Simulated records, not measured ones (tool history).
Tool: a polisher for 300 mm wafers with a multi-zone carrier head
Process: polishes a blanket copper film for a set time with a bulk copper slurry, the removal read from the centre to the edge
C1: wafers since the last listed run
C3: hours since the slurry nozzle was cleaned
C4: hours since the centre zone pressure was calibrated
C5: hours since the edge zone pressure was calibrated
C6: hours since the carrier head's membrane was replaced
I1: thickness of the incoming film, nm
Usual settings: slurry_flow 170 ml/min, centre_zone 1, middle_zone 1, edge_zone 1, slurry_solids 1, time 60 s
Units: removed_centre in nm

run 1 hour=0 | slurry_flow=170 centre_zone=1 middle_zone=0.93 edge_zone=1 slurry_solids=1 time=60 | C1=0 wafers_polished_on_this_pad=645 C3=231.1 C4=387.7 C5=120.3 C6=771.6 | I1=3354.4 | removed_centre=634.8
-- hour=12.5 worn pad replaced by a new one
run 2 hour=16.4 | slurry_flow=170 centre_zone=1 middle_zone=1 edge_zone=1.1 slurry_solids=1 time=60 | C1=88 wafers_polished_on_this_pad=28 C3=247.5 C4=404.1 C5=136.7 C6=788 | I1=3265.3 | removed_centre=634.9
run 3 hour=32.4 | slurry_flow=170 centre_zone=1 middle_zone=1 edge_zone=1.1 slurry_solids=1 time=60 | C1=114 wafers_polished_on_this_pad=142 C3=263.5 C4=420.1 C5=152.7 C6=804 | I1=3344.4 | removed_centre=643.7
run 4 hour=40.8 | slurry_flow=170 centre_zone=1 middle_zone=1 edge_zone=1 slurry_solids=1 time=60 | C1=59 wafers_polished_on_this_pad=202 C3=271.9 C4=428.5 C5=161.1 C6=812.4 | I1=3350.8 | removed_centre=634.5
run 5 hour=47.7 | slurry_flow=170 centre_zone=1 middle_zone=1 edge_zone=1 slurry_solids=1 time=60 | C1=49 wafers_polished_on_this_pad=251 C3=278.8 C4=435.4 C5=168 C6=819.3 | I1=3353.1 | removed_centre=644.9
run 6 hour=58.4 | slurry_flow=170 centre_zone=1 middle_zone=1 edge_zone=1 slurry_solids=1 time=60 | C1=76 wafers_polished_on_this_pad=327 C3=289.5 C4=446.1 C5=178.7 C6=830 | I1=3272.7 | removed_centre=629.6
run 7 hour=75.9 | slurry_flow=170 centre_zone=1 middle_zone=1 edge_zone=1 slurry_solids=1 time=60 | C1=124 wafers_polished_on_this_pad=452 C3=307 C4=463.6 C5=196.2 C6=847.5 | I1=3291.8 | removed_centre=634.1
-- hour=80.7 centre zone pressure recalibrated
run 8 hour=82.6 | slurry_flow=170 centre_zone=1 middle_zone=1 edge_zone=1 slurry_solids=1 time=60 | C1=33 wafers_polished_on_this_pad=486 C3=313.7 C4=1.9 C5=202.9 C6=854.2 | I1=3265 | removed_centre=648.1
run 9 hour=99.9 | slurry_flow=170 centre_zone=1 middle_zone=1 edge_zone=1.11 slurry_solids=1.1 time=60 | C1=123 wafers_polished_on_this_pad=609 C3=331 C4=19.2 C5=220.2 C6=871.5 | I1=3269.1 | removed_centre=647.1
run 10 hour=115 | slurry_flow=170 centre_zone=1.08 middle_zone=1 edge_zone=1 slurry_solids=1 time=60 | C1=107 wafers_polished_on_this_pad=717 C3=346.1 C4=34.3 C5=235.3 C6=886.6 | I1=3315.2 | removed_centre=703.2
run 11 hour=123.3 | slurry_flow=215 centre_zone=1.05 middle_zone=1 edge_zone=1 slurry_solids=1 time=60 | C1=59 wafers_polished_on_this_pad=776 C3=354.4 C4=42.6 C5=243.6 C6=894.9 | I1=3294.9 | removed_centre=688.4
run 12 hour=131.4 | slurry_flow=170 centre_zone=1 middle_zone=1 edge_zone=0.93 slurry_solids=1 time=60 | C1=57 wafers_polished_on_this_pad=834 C3=362.5 C4=50.7 C5=251.7 C6=903 | I1=3267.2 | removed_centre=637.4
-- hour=137.2 worn pad replaced by a new one
-- hour=157.3 slurry nozzle cleaned
-- hour=165.2 edge zone pressure recalibrated
run 13 hour=172.1 | slurry_flow=150 centre_zone=1 middle_zone=1 edge_zone=1 slurry_solids=1 time=60 | C1=240 wafers_polished_on_this_pad=227 C3=14.8 C4=91.4 C5=6.9 C6=943.7 | I1=3273.9 | removed_centre=620.4

Run 14 comes next. What will it give?
-- hour=182.4 carrier head's membrane replaced by a new one
run 14 hour=183.9 | slurry_flow=170 centre_zone=1 middle_zone=1 edge_zone=1 slurry_solids=1 time=60 | C1=48 wafers_polished_on_this_pad=276 C3=26.6 C4=103.2 C5=18.7 C6=1.5 | I1=3299.6 | removed_centre=?

removed_centre: 648.1 nm
Without the tool's hidden state the same run would have given removed_centre 648.1 nm.
